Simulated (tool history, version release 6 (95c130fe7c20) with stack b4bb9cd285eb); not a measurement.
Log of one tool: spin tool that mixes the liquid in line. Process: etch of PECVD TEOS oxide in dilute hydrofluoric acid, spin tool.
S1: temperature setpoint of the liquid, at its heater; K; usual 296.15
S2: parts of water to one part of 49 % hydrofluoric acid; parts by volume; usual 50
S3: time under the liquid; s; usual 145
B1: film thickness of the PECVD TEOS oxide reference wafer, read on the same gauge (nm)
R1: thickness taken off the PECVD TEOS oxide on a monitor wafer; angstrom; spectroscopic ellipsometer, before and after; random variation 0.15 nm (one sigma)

run,hour,S1,S2,S3,B1,R1
1,0.0,296.15,50,145,39.98,478.9
2,17.5,296.15,50,145,39.95,480.8
3,29.1,296.15,50,145,40.00,481.8
4,43.6,296.15,50,125,39.99,419.1
5,51.7,296.15,50,125,40.03,416.9
6,60.4,296.15,50,125,40.01,417.7
7,73.8,297.65,50,145,40.00,516.6
8,88.6,297.65,50,145,40.01,514.6
9,96.8,297.65,50,145,40.00,516.9
10,105.2,296.15,50,145,39.98,485.8
11,118.0,296.15,50,145,39.99,487.1
12,131.3,294.15,50,145,40.04,446.5
13,141.9,294.15,50,145,40.00,450.7
14,152.0,296.15,50,145,40.00,489.9
15,162.3,299.15,70,210,40.02,551.7
16,171.0,299.15,35,145,40.00,807.6
17,185.7,296.15,50,145,39.99,488.6
# hour 195.3: hydrofluoric acid flow meter replaced
18,199.3,297.65,50,145,39.99,453.6
19,206.5,297.65,30,95,40.01,513.6
20,219.3,294.15,75,145,40.01,255.6
21,231.1,292.15,50,145,39.95,363.4
# hour 239.8: thermometer replaced
# hour 240.9: gauge calibrated
22,246.4,300.15,50,90,40.01,286.2
23,261.7,297.65,70,145,40.00,288.1
24,273.5,299.15,65,230,40.02,531.0
25,290.3,291.65,35,145,40.04,471.6
26,299.7,296.15,50,145,40.00,390.9
27,316.9,296.15,50,145,40.03,396.6
28,354.1,294.15,50,145,39.98,363.0

Forecast each of these 3 alternatives for the next run:
A,354.6,296.15,50,145,?,?
B,354.6,296.15,30,145,?,?
C,354.6,296.15,35,120,?,?

run,B1,R1
A,39.98,397.8
B,39.98,680.5
C,39.98,479.5
Without the tool's hidden state the same runs would have given:
run,R1
A,385.5
B,659.5
C,464.8

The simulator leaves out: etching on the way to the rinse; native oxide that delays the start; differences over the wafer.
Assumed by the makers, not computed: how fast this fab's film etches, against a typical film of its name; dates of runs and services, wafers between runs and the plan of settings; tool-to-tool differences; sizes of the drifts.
